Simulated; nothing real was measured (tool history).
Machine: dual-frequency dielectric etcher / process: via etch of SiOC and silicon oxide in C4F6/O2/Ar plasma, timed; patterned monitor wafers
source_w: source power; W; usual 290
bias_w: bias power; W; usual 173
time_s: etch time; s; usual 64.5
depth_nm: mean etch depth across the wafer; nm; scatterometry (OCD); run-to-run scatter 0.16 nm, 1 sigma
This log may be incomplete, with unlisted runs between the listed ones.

run    hour  source_w  bias_w  time_s  wafers since the last listed run  hours since the last wet clean  hours since the last source power generator calibration  hours since the last bias power generator calibration  hours since the last upper electrode change  hours since the gauge calibration  read-back reference wafer on the same gauge, depth_nm  depth_nm
  1     0.0       290     173    64.5                                 0                           372.2                                                   1769.7                                                  945.5                                       3420.2                             1319.8                                                   52.5      55.2
       91.8  -- wet clean of the chamber
  2    92.3       290     173    64.5                               854                             0.5                                                   1862.0                                                 1037.8                                       3512.5                             1412.1                                                   52.5      55.4
  3   149.9       250     157    64.5                               720                            58.1                                                   1919.6                                                 1095.4                                       3570.1                             1469.7                                                   52.4      51.9
  4   256.9       250     157    64.5                              1338                           165.1                                                   2026.6                                                 1202.4                                       3677.1                             1576.7                                                   52.4      51.6
  5   340.6       250     157    64.5                              1046                           248.8                                                   2110.3                                                 1286.1                                       3760.8                             1660.4                                                   52.4      51.6
  6   425.0       290     173    59.5                              1055                           333.2                                                   2194.7                                                 1370.5                                       3845.2                             1744.8                                                   52.4      51.2
  7   510.5       290     173    59.5                              1069                           418.7                                                   2280.2                                                 1456.0                                       3930.7                             1830.3                                                   52.4      51.1
      583.4  -- wet clean of the chamber
  8   601.0       290     173    59.5                               831                            17.6                                                   2370.7                                                 1546.5                                       4021.2                             1920.8                                                   52.3      50.9
  9   678.0       290     173    64.5                               962                            94.6                                                   2447.7                                                 1623.5                                       4098.2                             1997.8                                                   52.3      55.4
 10   717.2       290     173    64.5                               490                           133.8                                                   2486.9                                                 1662.7                                       4137.4                             2037.0                                                   52.3      55.2
      739.7  -- gauge calibrated
 11   782.5       290     202    64.5                               816                           199.1                                                   2552.2                                                 1728.0                                       4202.7                               42.8                                                   53.4      59.2
 12   878.3       290     202    64.5                              1198                           294.9                                                   2648.0                                                 1823.8                                       4298.5                              138.6                                                   53.2      59.0
      947.8  -- upper electrode replaced
 13   975.6       290     173    64.5                               916                           392.2                                                   2745.3                                                 1921.1                                         27.8                              235.9                                                   53.0      55.9
     1037.8  -- wet clean of the chamber
 14  1050.7       290     193    64.5                               639                            12.9                                                   2820.4                                                 1996.2                                        102.9                              311.0                                                   52.9      57.8
     1084.2  -- bias power generator calibrated
 15  1121.2       240     213    57.0                               831                            83.4                                                   2890.9                                                   37.0                                        173.4                              381.5                                                   52.8      50.9
 16  1216.5       290     173    64.5                              1191                           178.7                                                   2986.2                                                  132.3                                        268.7                              476.8                                                   52.6      55.7
 17  1259.2       350     151    52.5                               533                           221.4                                                   3028.9                                                  175.0                                        311.4                              519.5                                                   52.6      45.3
 18  1320.0       340     173    64.5                               760                           282.2                                                   3089.7                                                  235.8                                        372.2                              580.3                                                   52.6      57.8
 19  1406.0       290     173    64.5                              1075                           368.2                                                   3175.7                                                  321.8                                        458.2                              666.3                                                   52.4      55.3
 20  1475.8       290     132    78.0                               872                           438.0                                                   3245.5                                                  391.6                                        528.0                              736.1                                                   52.4      61.2
     1527.0  -- wet clean of the chamber
     1529.4  -- source power generator calibrated
 21  1563.8       290     173    46.0                               770                            36.8                                                     34.4                                                  479.6                                        616.0                              824.1                                                   52.3      39.4
 22  1653.1       290     206    64.5                              1116                           126.1                                                    123.7                                                  568.9                                        705.3                              913.4                                                   52.3      58.4
 23  1751.2       290     213    55.0                              1226                           224.2                                                    221.8                                                  667.0                                        803.4                             1011.5                                                   52.2      50.5
 24  1816.3       290     161    49.5                               814                           289.3                                                    286.9                                                  732.1                                        868.5                             1076.6                                                   52.2      41.4
     1955.7  -- wet clean of the chamber
 25  2021.2       270     173    78.5                              2262                            65.5                                                    491.8                                                  937.0                                       1073.4                             1281.5                                                   52.1      65.6
 26  2106.3       290     173    64.5                              1064                           150.6                                                    576.9                                                 1022.1                                       1158.5                             1366.6                                                   52.0      54.9

Below are 4 alternative next runs, each starting from the tool's condition after run 26. Predict each:
  A  2106.7       290     173    79.5                                 5                           151.0                                                    577.3                                                 1022.5                                       1158.9                             1367.0                                                      ?         ?
  B  2106.7       270     173    53.5                                 5                           151.0                                                    577.3                                                 1022.5                                       1158.9                             1367.0                                                      ?         ?
  C  2106.7       310     173    73.5                                 5                           151.0                                                    577.3                                                 1022.5                                       1158.9                             1367.0                                                      ?         ?
  D  2106.7       360     191    81.5                                 5                           151.0                                                    577.3                                                 1022.5                                       1158.9                             1367.0                                                      ?         ?

run  read-back reference wafer on the same gauge, depth_nm  depth_nm
  A                                                   52.1      67.6
  B                                                   52.1      44.7
  C                                                   52.1      63.6
  D                                                   52.1      75.8
Without the tool's unlogged condition, the same runs would have read:
run  depth_nm
  A      69.9
  B      46.3
  C      65.7
  D      78.3
